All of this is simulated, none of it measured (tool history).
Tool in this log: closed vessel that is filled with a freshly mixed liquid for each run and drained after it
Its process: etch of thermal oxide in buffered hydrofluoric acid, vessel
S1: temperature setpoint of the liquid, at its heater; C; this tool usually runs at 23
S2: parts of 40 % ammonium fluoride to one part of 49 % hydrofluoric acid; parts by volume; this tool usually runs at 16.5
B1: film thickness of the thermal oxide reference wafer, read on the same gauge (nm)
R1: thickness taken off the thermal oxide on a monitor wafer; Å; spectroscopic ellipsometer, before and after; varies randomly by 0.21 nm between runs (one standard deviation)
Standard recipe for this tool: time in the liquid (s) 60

Run 1, day 0: usual settings; B1 40.02. Result: R1 454.6 Å.
Run 2, day 0.408: usual settings; B1 40.03. Result: R1 455.9 Å.
Run 3, day 1.092: usual settings but S2 20.5 parts by volume; B1 40.04. Result: R1 368.4 Å.
Run 4, day 1.425: usual settings but S2 20.5 parts by volume; B1 39.96. Result: R1 367.9 Å.
Run 5, day 2.05: usual settings but S2 20.5 parts by volume; B1 40.02. Result: R1 369.5 Å.
Run 6, day 2.688: usual settings; B1 39.99. Result: R1 457 Å.
Run 7, day 3.404: usual settings; B1 40.04. Result: R1 461.5 Å.
Run 8, day 3.758: usual settings; B1 39.99. Result: R1 453.8 Å.
Run 9, day 4.475: usual settings; B1 39.98. Result: R1 456 Å.
At day 4.846: hydrofluoric acid flow meter replaced.
Run 10, day 4.858: usual settings; B1 39.99. Result: R1 456.2 Å.
Run 11, day 5.125: usual settings but S1 26 C, S2 22 parts by volume; B1 39.96. Result: R1 417.2 Å.
Run 12, day 5.775: usual settings but S1 26 C, S2 19.5 parts by volume, time in the liquid (s) 75; B1 39.99. Result: R1 574 Å.
Run 13, day 6.146: usual settings but S1 27.5 C, S2 12.5 parts by volume, time in the liquid (s) 90; B1 40. Result: R1 1147.6 Å.
Run 14, day 6.625: usual settings; B1 40.01. Result: R1 462.3 Å.
At day 6.967: gauge calibrated.
Run 15, day 7.333: usual settings but S1 19 C, S2 14.5 parts by volume, time in the liquid (s) 40; B1 40.02. Result: R1 279.3 Å.
Run 16, day 7.608: usual settings but S1 20 C, time in the liquid (s) 45; B1 39.98. Result: R1 292.1 Å.
Run 17, day 7.912: usual settings; B1 40.01. Result: R1 460.8 Å.
Run 18, day 8.425: usual settings but S1 25.5 C, S2 13 parts by volume, time in the liquid (s) 70; B1 40.01. Result: R1 783.5 Å.
Run 19, day 9.104: usual settings but S1 18 C, time in the liquid (s) 80; B1 40.02. Result: R1 467.9 Å.
Run 20, day 9.558: usual settings but S1 24.5 C, S2 10.5 parts by volume, time in the liquid (s) 50; B1 39.99. Result: R1 651.3 Å.
Run 21, day 9.975: usual settings but time in the liquid (s) 35; B1 39.97. Result: R1 268 Å.
At day 10.471: thermometer replaced.
Run 22, day 10.492: usual settings; B1 40.02. Result: R1 409.4 Å.
Run 23, day 10.838: usual settings; B1 40.06. Result: R1 408.3 Å.
Run 24, day 11.238: usual settings but S1 20.5 C, S2 11.5 parts by volume, time in the liquid (s) 40; B1 40. Result: R1 336.5 Å.
Run 25, day 11.517: usual settings but S1 20.5 C, S2 20.5 parts by volume, time in the liquid (s) 80; B1 40.01. Result: R1 385.7 Å.
Run 26, day 11.933: usual settings but S2 20 parts by volume; B1 40.04. Result: R1 338.5 Å.
Run 27, day 12.329: usual settings but S1 18.5 C, time in the liquid (s) 80; B1 39.99. Result: R1 424.2 Å.
Run 28, day 12.654: usual settings; B1 40.05. Result: R1 408.2 Å.
Run 29, day 13.329: usual settings but S1 24.5 C, S2 10.5 parts by volume, time in the liquid (s) 50; B1 40.01. Result: R1 578.6 Å.
Run 30, day 14.025: usual settings but S2 20 parts by volume; B1 39.95. Result: R1 339.1 Å.
Run 31, day 14.521: usual settings but S2 20 parts by volume; B1 40.04. Result: R1 339 Å.
Run 32, day 14.888: usual settings but S1 18.5 C, time in the liquid (s) 50; B1 39.99. Result: R1 266.5 Å.
Run 33, day 15.542: usual settings; B1 40.05. Result: R1 411.9 Å.
Run 34, day 16.229: usual settings but S1 24.5 C, S2 12.5 parts by volume, time in the liquid (s) 45; B1 39.97. Result: R1 439.6 Å.

State the hidden condition of the tool at each of the runs:
hydrofluoric acid flow above the setpoint (%): 0 at every run
gauge reads high (%): 0 at every run
H1: liquid hotter than its thermometer reads (K)
run     H1
  1   2.18
  2    2.2
  3   2.22
  4   2.23
  5   2.26
  6   2.28
  7   2.31
  8   2.32
  9   2.34
 10   2.36
 11   2.37
 12   2.39
 13    2.4
 14   2.42
 15   2.45
 16   2.46
 17   2.47
 18   2.49
 19   2.51
 20   2.53
 21   2.54
 22  0.227
 23   0.24
 24  0.254
 25  0.264
 26  0.279
 27  0.293
 28  0.305
 29  0.329
 30  0.355
 31  0.372
 32  0.386
 33  0.409
 34  0.434
